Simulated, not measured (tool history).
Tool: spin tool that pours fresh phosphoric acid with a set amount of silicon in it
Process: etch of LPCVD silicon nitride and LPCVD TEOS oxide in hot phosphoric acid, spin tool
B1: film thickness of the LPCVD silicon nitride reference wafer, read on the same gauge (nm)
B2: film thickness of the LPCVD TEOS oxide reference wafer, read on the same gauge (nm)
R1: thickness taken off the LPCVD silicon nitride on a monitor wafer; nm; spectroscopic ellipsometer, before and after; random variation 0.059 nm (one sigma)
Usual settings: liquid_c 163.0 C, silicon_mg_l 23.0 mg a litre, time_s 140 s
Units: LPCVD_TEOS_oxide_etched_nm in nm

run 1 hour=0.0 | liquid_c=163.0 silicon_mg_l=23.0 time_s=100 | B1=30.00 B2=89.985 | R1=9.81 LPCVD_TEOS_oxide_etched_nm=0.242
run 2 hour=47.6 | liquid_c=162.0 silicon_mg_l=23.0 time_s=140 | B1=29.97 B2=90.007 | R1=13.33 LPCVD_TEOS_oxide_etched_nm=0.301
run 3 hour=95.9 | liquid_c=163.0 silicon_mg_l=7.5 time_s=105 | B1=29.99 B2=89.986 | R1=10.34 LPCVD_TEOS_oxide_etched_nm=0.327
run 4 hour=135.3 | liquid_c=162.0 silicon_mg_l=32.0 time_s=140 | B1=30.02 B2=89.985 | R1=13.30 LPCVD_TEOS_oxide_etched_nm=0.228
run 5 hour=174.0 | liquid_c=165.0 silicon_mg_l=16.5 time_s=140 | B1=30.03 B2=89.972 | R1=14.64 LPCVD_TEOS_oxide_etched_nm=0.380
-- hour=201.2 heated supply line repaired
run 6 hour=207.8 | liquid_c=165.0 silicon_mg_l=8.0 time_s=140 | B1=30.01 B2=90.039 | R1=15.36 LPCVD_TEOS_oxide_etched_nm=0.612
-- hour=253.9 gauge calibrated
run 7 hour=260.2 | liquid_c=163.0 silicon_mg_l=23.0 time_s=80 | B1=29.97 B2=89.990 | R1=8.25 LPCVD_TEOS_oxide_etched_nm=0.187
run 8 hour=332.2 | liquid_c=163.0 silicon_mg_l=23.0 time_s=200 | B1=30.02 B2=89.975 | R1=20.66 LPCVD_TEOS_oxide_etched_nm=0.556
-- hour=352.0 thermometer replaced
run 9 hour=394.3 | liquid_c=163.0 silicon_mg_l=8.5 time_s=140 | B1=29.97 B2=90.033 | R1=14.06 LPCVD_TEOS_oxide_etched_nm=0.495
run 10 hour=433.1 | liquid_c=164.0 silicon_mg_l=23.0 time_s=100 | B1=30.00 B2=90.029 | R1=10.39 LPCVD_TEOS_oxide_etched_nm=0.242
run 11 hour=489.4 | liquid_c=165.5 silicon_mg_l=16.5 time_s=140 | B1=30.02 B2=90.028 | R1=15.21 LPCVD_TEOS_oxide_etched_nm=0.413
run 12 hour=664.7 | liquid_c=161.5 silicon_mg_l=23.0 time_s=210 | B1=30.03 B2=89.998 | R1=20.06 LPCVD_TEOS_oxide_etched_nm=0.423
run 13 hour=722.1 | liquid_c=163.0 silicon_mg_l=23.0 time_s=175 | B1=30.02 B2=89.981 | R1=17.57 LPCVD_TEOS_oxide_etched_nm=0.433
run 14 hour=761.3 | liquid_c=164.0 silicon_mg_l=23.0 time_s=140 | B1=29.95 B2=90.008 | R1=14.54 LPCVD_TEOS_oxide_etched_nm=0.304
run 15 hour=813.5 | liquid_c=162.0 silicon_mg_l=23.0 time_s=110 | B1=30.03 B2=89.996 | R1=10.60 LPCVD_TEOS_oxide_etched_nm=0.223
run 16 hour=841.0 | liquid_c=163.0 silicon_mg_l=23.0 time_s=140 | B1=29.99 B2=89.980 | R1=14.01 LPCVD_TEOS_oxide_etched_nm=0.350
run 17 hour=883.3 | liquid_c=164.5 silicon_mg_l=38.5 time_s=100 | B1=30.01 B2=89.993 | R1=10.55 LPCVD_TEOS_oxide_etched_nm=0.121
run 18 hour=915.7 | liquid_c=161.0 silicon_mg_l=23.0 time_s=165 | B1=30.02 B2=90.025 | R1=15.48 LPCVD_TEOS_oxide_etched_nm=0.328
run 19 hour=970.4 | liquid_c=163.0 silicon_mg_l=23.0 time_s=200 | B1=30.06 B2=90.028 | R1=19.99 LPCVD_TEOS_oxide_etched_nm=0.418
run 20 hour=1002.4 | liquid_c=163.0 silicon_mg_l=23.0 time_s=140 | B1=30.03 B2=89.975 | R1=13.87 LPCVD_TEOS_oxide_etched_nm=0.328
run 21 hour=1049.6 | liquid_c=163.0 silicon_mg_l=23.0 time_s=140 | B1=30.00 B2=89.998 | R1=14.01 LPCVD_TEOS_oxide_etched_nm=0.301

The same runs without the tool's hidden state, with the same run-to-run variation:
The hidden state here: liquid hotter than its thermometer reads (K); dissolved silicon flow below the setpoint (%); temperature lost on the way to the wafer (K); gauge reads high (%).
run=1 R1=10.10 LPCVD_TEOS_oxide_etched_nm=0.259
run=2 R1=13.74 LPCVD_TEOS_oxide_etched_nm=0.322
run=3 R1=10.67 LPCVD_TEOS_oxide_etched_nm=0.350
run=4 R1=13.73 LPCVD_TEOS_oxide_etched_nm=0.244
run=5 R1=15.11 LPCVD_TEOS_oxide_etched_nm=0.407
run=6 R1=15.05 LPCVD_TEOS_oxide_etched_nm=0.585
run=7 R1=8.09 LPCVD_TEOS_oxide_etched_nm=0.178
run=8 R1=20.26 LPCVD_TEOS_oxide_etched_nm=0.533
run=9 R1=14.12 LPCVD_TEOS_oxide_etched_nm=0.499
run=10 R1=10.44 LPCVD_TEOS_oxide_etched_nm=0.245
run=11 R1=15.29 LPCVD_TEOS_oxide_etched_nm=0.418
run=12 R1=20.22 LPCVD_TEOS_oxide_etched_nm=0.430
run=13 R1=17.72 LPCVD_TEOS_oxide_etched_nm=0.442
run=14 R1=14.67 LPCVD_TEOS_oxide_etched_nm=0.310
run=15 R1=10.70 LPCVD_TEOS_oxide_etched_nm=0.228
run=16 R1=14.15 LPCVD_TEOS_oxide_etched_nm=0.358
run=17 R1=10.66 LPCVD_TEOS_oxide_etched_nm=0.124
run=18 R1=15.66 LPCVD_TEOS_oxide_etched_nm=0.337
run=19 R1=20.23 LPCVD_TEOS_oxide_etched_nm=0.429
run=20 R1=14.04 LPCVD_TEOS_oxide_etched_nm=0.337
run=21 R1=14.19 LPCVD_TEOS_oxide_etched_nm=0.309

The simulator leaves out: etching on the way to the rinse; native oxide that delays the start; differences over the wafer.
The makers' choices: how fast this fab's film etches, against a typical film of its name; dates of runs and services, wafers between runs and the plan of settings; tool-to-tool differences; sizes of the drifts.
